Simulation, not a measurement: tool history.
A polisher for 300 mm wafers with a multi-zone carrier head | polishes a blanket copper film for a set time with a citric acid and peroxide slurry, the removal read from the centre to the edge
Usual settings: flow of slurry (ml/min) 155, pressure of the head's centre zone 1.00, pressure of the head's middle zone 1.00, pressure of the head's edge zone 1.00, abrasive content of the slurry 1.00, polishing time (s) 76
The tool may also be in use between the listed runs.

run,hour,flow of slurry (ml/min),pressure of the head's centre zone,pressure of the head's middle zone,pressure of the head's edge zone,abrasive content of the slurry,polishing time (s),"incoming thickness of the incoming film, nm",film removed at the wafer's centre (angstrom),film removed at mid-radius (angstrom),film removed at the wafer's edge (angstrom)
1,0.0,155,1.00,1.00,1.00,1.00,76,599.0,1328,1321,1297
2,70.8,155,1.00,1.05,1.00,1.00,94,600.9,1621,1663,1576
3,130.8,155,1.00,1.05,1.00,1.00,94,602.3,1530,1646,1542
# hour 144.6: worn pad replaced by a new one
4,191.3,155,1.00,1.05,1.00,1.00,94,596.4,1759,1846,1733
5,232.9,155,1.00,1.00,1.00,1.00,76,592.3,1396,1420,1372
6,278.4,155,1.00,1.00,1.00,1.00,76,593.9,1385,1417,1363
7,319.8,155,1.00,1.00,1.00,1.00,89,589.8,1594,1647,1588
# hour 365.1: slurry nozzle cleaned
8,368.8,155,1.00,1.03,1.00,1.00,76,591.3,1372,1431,1317
9,437.8,110,1.00,1.00,1.00,1.00,103,586.8,1620,1640,1682
# hour 475.2: centre zone pressure recalibrated
10,542.6,155,1.00,1.00,1.00,1.00,76,594.9,1311,1281,1254
# hour 594.4: edge zone pressure recalibrated
# hour 615.6: worn pad replaced by a new one
11,635.3,155,1.00,1.00,1.00,1.00,76,588.5,1463,1454,1431
12,707.2,155,1.00,1.00,1.00,1.00,76,588.0,1421,1398,1365
13,787.9,170,1.00,1.00,0.92,1.00,61,587.6,1138,1132,1082
# hour 846.5: carrier head's membrane replaced by a new one
# hour 939.1: slurry nozzle cleaned
# hour 1015.5: worn pad replaced by a new one
# hour 1034.7: centre zone pressure recalibrated
14,1089.4,155,1.00,1.04,1.00,1.00,76,594.2,1444,1464,1410
15,1189.8,205,1.00,1.00,1.00,1.00,96,599.0,1852,1873,1781
16,1277.9,135,1.11,1.00,1.00,1.30,76,596.7,1529,1413,1362
# hour 1372.0: worn pad replaced by a new one
17,1372.5,180,1.00,1.00,1.00,1.00,76,582.4,1469,1464,1430
18,1436.8,155,0.92,1.05,0.91,1.00,76,585.3,1256,1459,1339
19,1508.2,155,1.00,1.00,1.04,1.00,76,598.7,1381,1398,1382
# hour 1569.3: slurry nozzle cleaned
# hour 1580.6: centre zone pressure recalibrated
20,1585.3,155,1.00,1.09,1.04,1.00,100,589.8,1782,1977,1795
# hour 1647.6: carrier head's membrane replaced by a new one
21,1690.1,155,1.00,0.94,0.91,1.00,76,596.0,1304,1261,1226

Forecast each of these 4 alternatives for the next run:
A,1690.5,155,1.00,1.00,1.00,1.00,76,589.2,?,?,?
B,1690.5,155,1.00,0.89,1.00,1.00,76,589.2,?,?,?
C,1690.5,140,0.92,1.00,0.89,1.00,76,589.2,?,?,?
D,1690.5,155,1.00,1.00,1.06,1.15,76,589.2,?,?,?

run,film removed at the wafer's centre (angstrom),film removed at mid-radius (angstrom),film removed at the wafer's edge (angstrom)
A,1287,1309,1277
B,1286,1187,1279
C,1154,1281,1196
D,1324,1347,1348
Without the tool's hidden state the same runs would have given:
run,film removed at the wafer's centre (angstrom),film removed at mid-radius (angstrom),film removed at the wafer's edge (angstrom)
A,1453,1478,1442
B,1452,1341,1444
C,1303,1447,1351
D,1495,1521,1523
